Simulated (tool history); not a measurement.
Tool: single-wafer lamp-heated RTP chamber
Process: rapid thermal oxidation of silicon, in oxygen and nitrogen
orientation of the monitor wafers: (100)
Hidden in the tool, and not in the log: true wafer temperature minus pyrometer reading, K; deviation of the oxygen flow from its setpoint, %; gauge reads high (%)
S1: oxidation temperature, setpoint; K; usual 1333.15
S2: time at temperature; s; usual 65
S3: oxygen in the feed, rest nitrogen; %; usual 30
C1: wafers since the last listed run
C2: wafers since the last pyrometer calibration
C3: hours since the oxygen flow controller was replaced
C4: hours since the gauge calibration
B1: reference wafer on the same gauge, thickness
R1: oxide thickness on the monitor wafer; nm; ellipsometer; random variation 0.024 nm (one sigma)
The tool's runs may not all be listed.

Run 1, hour 0: usual settings; C1 0; C2 7823; C3 4385.4; C4 316.7; B1 5.503. Result: R1 6.359 nm.
Run 2, hour 12.5: usual settings; C1 77; C2 7901; C3 4397.9; C4 329.2; B1 5.498. Result: R1 6.356 nm.
Run 3, hour 29.1: usual settings but S2 56 s; C1 102; C2 8004; C3 4414.5; C4 345.8; B1 5.498. Result: R1 5.972 nm.
At hour 46.7: pyrometer window cleaned and pyrometer calibrated.
Run 4, hour 47.2: usual settings but S2 56 s; C1 62; C2 3; C3 4432.6; C4 363.9; B1 5.497. Result: R1 5.688 nm.
Run 5, hour 55: usual settings but S2 56 s; C1 48; C2 51; C3 4440.4; C4 371.7; B1 5.489. Result: R1 5.687 nm.
Run 6, hour 66.4: usual settings; C1 70; C2 122; C3 4451.8; C4 383.1; B1 5.498. Result: R1 6.042 nm.
Run 7, hour 81.2: usual settings but S1 1314.15 K, S3 17 %; C1 91; C2 214; C3 4466.6; C4 397.9; B1 5.506. Result: R1 4.405 nm.
Run 8, hour 97: usual settings but S1 1314.15 K, S3 17 %; C1 97; C2 312; C3 4482.4; C4 413.7; B1 5.491. Result: R1 4.44 nm.
Run 9, hour 107.3: usual settings but S1 1314.15 K, S3 17 %; C1 63; C2 375; C3 4492.7; C4 424; B1 5.496. Result: R1 4.45 nm.
Run 10, hour 124.4: usual settings; C1 106; C2 482; C3 4509.8; C4 441.1; B1 5.495. Result: R1 6.042 nm.
Run 11, hour 142.2: usual settings; C1 110; C2 592; C3 4527.6; C4 458.9; B1 5.497. Result: R1 6.052 nm.
Run 12, hour 156.5: usual settings; C1 88; C2 681; C3 4541.9; C4 473.2; B1 5.494. Result: R1 6.049 nm.
Run 13, hour 167.8: usual settings but S2 95 s, S3 17 %; C1 70; C2 751; C3 4553.2; C4 484.5; B1 5.502. Result: R1 5.877 nm.
Run 14, hour 185.4: usual settings but S2 50 s, S3 17 %; C1 109; C2 860; C3 4570.8; C4 502.1; B1 5.504. Result: R1 4.477 nm.
Run 15, hour 199: usual settings; C1 84; C2 944; C3 4584.4; C4 515.7; B1 5.491. Result: R1 6.06 nm.
Run 16, hour 209.1: usual settings but S1 1318.15 K, S2 88 s, S3 17 %; C1 62; C2 1007; C3 4594.5; C4 525.8; B1 5.499. Result: R1 5.172 nm.
Run 17, hour 224.5: usual settings but S2 56 s, S3 59 %; C1 95; C2 1102; C3 4609.9; C4 541.2; B1 5.496. Result: R1 7.18 nm.
Run 18, hour 239.7: usual settings but S1 1306.15 K, S2 84 s, S3 59 %; C1 94; C2 1197; C3 4625.1; C4 556.4; B1 5.502. Result: R1 7.137 nm.
At hour 247.7: oxygen flow controller replaced.
Run 19, hour 257.6: usual settings but S2 79 s; C1 61; C2 1258; C3 9.9; C4 574.3; B1 5.5. Result: R1 6.633 nm.
Run 20, hour 269.5: usual settings; C1 73; C2 1332; C3 21.8; C4 586.2; B1 5.513. Result: R1 6.052 nm.
At hour 275.5: gauge calibrated.
Run 21, hour 287: usual settings but S1 1315.15 K, S2 42 s, S3 17 %; C1 108; C2 1440; C3 39.3; C4 11.5; B1 5.497. Result: R1 3.739 nm.
Run 22, hour 303: usual settings but S1 1353.15 K, S2 52 s, S3 17 %; C1 99; C2 1540; C3 55.3; C4 27.5; B1 5.502. Result: R1 5.167 nm.
Run 23, hour 312.1: usual settings; C1 56; C2 1596; C3 64.4; C4 36.6; B1 5.496. Result: R1 6.057 nm.
Run 24, hour 329.8: usual settings but S1 1354.15 K, S3 18 %; C1 109; C2 1706; C3 82.1; C4 54.3; B1 5.496. Result: R1 5.838 nm.
Run 25, hour 372.3: usual settings but S3 48 %; C1 263; C2 1969; C3 124.6; C4 96.8; B1 5.501. Result: R1 7.146 nm.
Run 26, hour 382.1: usual settings but S1 1317.15 K, S2 95 s; C1 60; C2 2030; C3 134.4; C4 106.6; B1 5.508. Result: R1 6.459 nm.
Run 27, hour 389.8: usual settings but S3 56 %; C1 47; C2 2078; C3 142.1; C4 114.3; B1 5.505. Result: R1 7.612 nm.
Run 28, hour 402.1: usual settings but S3 50 %; C1 76; C2 2154; C3 154.4; C4 126.6; B1 5.5. Result: R1 7.242 nm.
Run 29, hour 417.2: usual settings but S2 93 s; C1 93; C2 2248; C3 169.5; C4 141.7; B1 5.498. Result: R1 7.114 nm.
Run 30, hour 424.7: usual settings; C1 46; C2 2294; C3 177; C4 149.2; B1 5.494. Result: R1 6.071 nm.
Run 31, hour 440.8: usual settings but S2 38 s; C1 99; C2 2394; C3 193.1; C4 165.3; B1 5.49. Result: R1 4.833 nm.
Run 32, hour 453.1: usual settings but S1 1325.15 K, S3 46 %; C1 76; C2 2471; C3 205.4; C4 177.6; B1 5.503. Result: R1 6.648 nm.
Run 33, hour 462.9: usual settings but S2 81 s, S3 38 %; C1 60; C2 2531; C3 215.2; C4 187.4; B1 5.495. Result: R1 7.251 nm.
Run 34, hour 477.4: usual settings but S2 46 s, S3 21 %; C1 89; C2 2621; C3 229.7; C4 201.9; B1 5.497. Result: R1 4.62 nm.
Run 35, hour 486.7: usual settings but S1 1362.15 K; C1 57; C2 2679; C3 239; C4 211.2; B1 5.503. Result: R1 7.359 nm.
Run 36, hour 503.9: usual settings but S1 1312.15 K, S2 92 s, S3 17 %; C1 106; C2 2786; C3 256.2; C4 228.4; B1 5.499. Result: R1 5.092 nm.
Run 37, hour 511.5: usual settings; C1 47; C2 2833; C3 263.8; C4 236; B1 5.502. Result: R1 6.12 nm.

What the log doesn't show, run by run:
deviation of the oxygen flow from its setpoint, %: 0 in every run
gauge reads high (%): 0 in every run
H1: true wafer temperature minus pyrometer reading, K
run     H1
  1   8.03
  2   8.18
  3   8.38
  4  0.328
  5  0.329
  6   0.33
  7  0.334
  8  0.341
  9  0.346
 10  0.357
 11  0.372
 12  0.386
 13  0.398
 14   0.42
 15  0.439
 16  0.454
 17  0.479
 18  0.506
 19   0.54
 20  0.565
 21  0.603
 22  0.641
 23  0.664
 24   0.71
 25  0.833
 26  0.864
 27  0.889
 28   0.93
 29  0.982
 30   1.01
 31   1.07
 32   1.11
 33   1.15
 34   1.21
 35   1.25
 36   1.32
 37   1.36

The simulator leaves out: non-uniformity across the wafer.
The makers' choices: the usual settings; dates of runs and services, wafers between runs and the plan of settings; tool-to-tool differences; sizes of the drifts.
